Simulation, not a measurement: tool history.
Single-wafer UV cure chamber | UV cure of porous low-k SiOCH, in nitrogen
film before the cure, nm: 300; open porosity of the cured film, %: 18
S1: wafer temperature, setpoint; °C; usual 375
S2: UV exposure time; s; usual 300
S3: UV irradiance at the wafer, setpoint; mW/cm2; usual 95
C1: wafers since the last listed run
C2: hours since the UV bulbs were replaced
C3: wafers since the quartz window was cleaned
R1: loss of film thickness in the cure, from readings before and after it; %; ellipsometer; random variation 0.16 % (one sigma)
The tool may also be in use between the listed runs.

run,hour,S1,S2,S3,C1,C2,C3,R1
1,0,390,300,95,0,712.7,1051,11
2,16.6,390,300,95,104,729.3,1156,11.207
3,26.5,375,300,95,62,739.2,1218,10.515
4,43.4,375,300,95,106,756.1,1325,10.606
5,50,375,300,95,41,762.7,1367,10.296
6,58.1,375,300,124,51,770.8,1418,11.797
7,67.8,375,300,124,61,780.5,1479,11.527
8,81.6,375,300,95,87,794.3,1566,10.352
9,95.4,375,300,95,87,808.1,1653,10.092
10,105.2,375,300,95,61,817.9,1715,10.445
11,118.7,375,300,95,85,831.4,1800,10.422
12,130,375,300,95,71,842.7,1871,10.115
13,136.3,375,300,95,39,849,1911,10.281
14,148.1,375,300,95,74,860.8,1985,10.083
15,156.1,375,300,95,50,868.8,2036,10.076
16,171.1,375,300,95,94,883.8,2131,10.109
17,187.9,375,300,95,105,900.6,2237,9.987
18,196.1,375,300,121,51,908.8,2288,10.945
19,206.6,375,300,95,66,919.3,2354,9.948
20,217.2,375,300,95,66,929.9,2421,9.707
21,234,375,300,95,105,946.7,2527,9.816
22,285.3,375,300,95,323,998,2851,9.476
23,296.6,363,300,95,71,1009.3,2922,8.942
24,303.7,363,300,95,44,1016.4,2967,9.293
25,310.2,375,390,135,40,1022.9,3008,12.086
26,318.3,382,205,113,51,1031,3059,8.483
27,332.5,361,355,114,89,1045.2,3149,10.426
28,349.6,375,300,95,107,1062.3,3256,9.194
29,366.6,375,300,81,107,1079.3,3364,8.224
30,373.7,394,245,61,44,1086.4,3408,6.628
# hour 403: UV bulbs replaced
31,421.7,375,200,59,252,18.7,3661,6.974
32,430.6,375,300,95,56,27.6,3717,10.655
33,445.6,375,300,124,94,42.6,3811,11.735
# hour 456.9: quartz window cleaned
34,457.4,375,300,69,23,54.4,3,10.276
35,471.9,364,430,56,91,68.9,94,10.764
36,489,369,300,95,107,86,202,11.54
37,503.8,375,300,115,93,100.8,296,12.816
38,511.6,375,300,95,49,108.6,345,11.5
39,526,375,140,59,90,123,436,6.382
40,538.7,365,455,123,80,135.7,516,14.633
41,556.7,375,300,124,113,153.7,629,12.643
42,563,355,395,119,39,160,669,13.509
43,578.6,392,300,56,98,175.6,767,9.303
44,587.5,357,480,122,56,184.5,823,14.794
45,601.3,359,420,76,87,198.3,910,11.679
46,608.1,357,420,135,42,205.1,953,14.231
47,623.7,364,300,135,98,220.7,1052,12.73
48,637.4,366,300,95,86,234.4,1138,11.227

Hidden state or all else? Some run-to-run changes of R1, split into what the settings, what came in and random variation would give without the hidden state, and what is left for the hidden state (with any gauge scatter that isn't in both results):
The hidden state here: lamp output below its setpoint, %; transmission lost against a clean window, %.
Run 21 -> 22: no setting changed, nothing entered. R1 -0.34 %: hidden state -0.25, all else -0.09.
Run 30 -> 31: S1 394 -> 375, S2 245 -> 200, S3 61 -> 59, UV bulbs replaced. R1 +0.346 %: hidden state +1.661, all else -1.315.
Run 33 -> 34: S3 124 -> 69, quartz window cleaned. R1 -1.459 %: hidden state +1.056, all else -2.515.
Run 38 -> 39: S2 300 -> 140, S3 95 -> 59. R1 -5.118 %: hidden state +0.034, all else -5.152.
Run 39 -> 40: S1 375 -> 365, S2 140 -> 455, S3 59 -> 123. R1 +8.251 %: hidden state -0.117, all else +8.368.
Run 43 -> 44: S1 392 -> 357, S2 300 -> 480, S3 56 -> 122. R1 +5.491 %: hidden state -0.098, all else +5.589.

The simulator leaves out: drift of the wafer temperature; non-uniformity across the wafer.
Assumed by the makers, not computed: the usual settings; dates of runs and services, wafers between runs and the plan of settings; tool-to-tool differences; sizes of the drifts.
